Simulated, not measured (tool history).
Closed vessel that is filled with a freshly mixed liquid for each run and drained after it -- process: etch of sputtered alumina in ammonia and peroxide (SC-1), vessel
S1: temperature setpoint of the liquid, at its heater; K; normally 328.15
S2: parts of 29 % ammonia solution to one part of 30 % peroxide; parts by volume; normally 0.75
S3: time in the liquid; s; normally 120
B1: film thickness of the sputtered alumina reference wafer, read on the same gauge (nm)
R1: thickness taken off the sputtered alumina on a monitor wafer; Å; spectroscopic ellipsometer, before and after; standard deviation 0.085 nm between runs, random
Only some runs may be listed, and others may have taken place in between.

{"run": 1, "hour": 0.0, "S1": 328.15, "S2": 0.65, "S3": 70, "B1": 60.03, "R1": 66.7}
{"run": 2, "hour": 76.1, "S1": 328.15, "S2": 0.65, "S3": 70, "B1": 60.04, "R1": 67.3}
{"run": 3, "hour": 121.1, "S1": 328.15, "S2": 0.65, "S3": 70, "B1": 59.97, "R1": 67}
{"run": 4, "hour": 179.2, "S1": 332.65, "S2": 0.75, "S3": 120, "B1": 60.01, "R1": 148.3}
{"run": 5, "hour": 258.4, "S1": 328.15, "S2": 0.75, "S3": 120, "B1": 59.99, "R1": 118.6}
{"hour": 345.6, "done": "gauge calibrated"}
{"run": 6, "hour": 354.4, "S1": 328.15, "S2": 0.75, "S3": 120, "B1": 60.05, "R1": 120.7}
{"run": 7, "hour": 408.8, "S1": 328.15, "S2": 0.75, "S3": 120, "B1": 60.01, "R1": 118.8}
{"run": 8, "hour": 495.5, "S1": 328.15, "S2": 0.85, "S3": 120, "B1": 59.96, "R1": 121.1}
{"hour": 496.8, "done": "new drum of ammonia solution connected"}
{"hour": 559.0, "done": "ammonia flow meter replaced"}
{"run": 9, "hour": 597.5, "S1": 335.15, "S2": 0.75, "S3": 120, "B1": 59.98, "R1": 173.6}
{"hour": 622.1, "done": "thermometer replaced"}
{"run": 10, "hour": 676.9, "S1": 332.65, "S2": 1.1, "S3": 70, "B1": 59.99, "R1": 89.5}
{"run": 11, "hour": 756.7, "S1": 328.15, "S2": 1.15, "S3": 120, "B1": 60.02, "R1": 123}
{"run": 12, "hour": 805.8, "S1": 328.15, "S2": 0.75, "S3": 65, "B1": 59.97, "R1": 63.2}
{"run": 13, "hour": 859.9, "S1": 328.15, "S2": 0.75, "S3": 120, "B1": 59.99, "R1": 118.1}
{"run": 14, "hour": 1097.4, "S1": 328.15, "S2": 0.75, "S3": 170, "B1": 60, "R1": 170.1}
{"run": 15, "hour": 1149.9, "S1": 320.15, "S2": 0.4, "S3": 90, "B1": 60.01, "R1": 54.5}
{"hour": 1176.6, "done": "new drum of ammonia solution connected"}
{"run": 16, "hour": 1242.0, "S1": 328.15, "S2": 0.75, "S3": 120, "B1": 60.03, "R1": 120.6}
{"hour": 1302.2, "done": "thermometer replaced"}
{"run": 17, "hour": 1325.2, "S1": 328.15, "S2": 0.75, "S3": 120, "B1": 60, "R1": 114.7}
{"hour": 1402.8, "done": "ammonia flow meter replaced"}
{"run": 18, "hour": 1432.5, "S1": 323.65, "S2": 0.35, "S3": 120, "B1": 59.96, "R1": 84.8}
{"run": 19, "hour": 1536.6, "S1": 328.15, "S2": 0.75, "S3": 120, "B1": 60.03, "R1": 117.3}
{"run": 20, "hour": 1634.2, "S1": 328.15, "S2": 0.75, "S3": 120, "B1": 59.99, "R1": 117.1}
{"run": 21, "hour": 1680.8, "S1": 328.15, "S2": 0.75, "S3": 120, "B1": 60.03, "R1": 118.2}
{"run": 22, "hour": 1719.9, "S1": 328.15, "S2": 0.75, "S3": 155, "B1": 60.02, "R1": 153.1}
{"run": 23, "hour": 1770.5, "S1": 335.65, "S2": 0.75, "S3": 75, "B1": 60.04, "R1": 108.4}
{"hour": 1857.8, "done": "new drum of ammonia solution connected"}
{"run": 24, "hour": 1868.7, "S1": 328.15, "S2": 0.5, "S3": 120, "B1": 60.02, "R1": 113.9}
{"run": 25, "hour": 1913.7, "S1": 324.65, "S2": 0.75, "S3": 120, "B1": 59.99, "R1": 98.8}
{"run": 26, "hour": 1961.9, "S1": 328.15, "S2": 0.75, "S3": 120, "B1": 60, "R1": 120.3}
{"hour": 2050.3, "done": "thermometer replaced"}
{"run": 27, "hour": 2068.8, "S1": 333.65, "S2": 0.45, "S3": 120, "B1": 60.03, "R1": 146.4}
{"hour": 2079.7, "done": "ammonia flow meter replaced"}
{"run": 28, "hour": 2108.5, "S1": 334.15, "S2": 0.85, "S3": 95, "B1": 59.96, "R1": 126.8}
{"run": 29, "hour": 2211.0, "S1": 323.15, "S2": 1.1, "S3": 70, "B1": 60, "R1": 53.4}

Run by run, hidden condition taken away, random variation retained:
Hidden state present: liquid hotter than its thermometer reads (K); ammonia flow above the setpoint (%); ammonia solution weaker than its label (%); gauge reads high (%).
run=1 R1=66
run=2 R1=66.4
run=3 R1=65.9
run=4 R1=145.5
run=5 R1=115.8
run=6 R1=117.1
run=7 R1=114.9
run=8 R1=116.6
run=9 R1=166.5
run=10 R1=88.5
run=11 R1=121.1
run=12 R1=62
run=13 R1=115.6
run=14 R1=164.1
run=15 R1=52.3
run=16 R1=115.4
run=17 R1=114.4
run=18 R1=84
run=19 R1=115.6
run=20 R1=114.7
run=21 R1=115.5
run=22 R1=149.3
run=23 R1=105.6
run=24 R1=110.1
run=25 R1=95.3
run=26 R1=115.8
run=27 R1=146
run=28 R1=126.2
run=29 R1=52.8
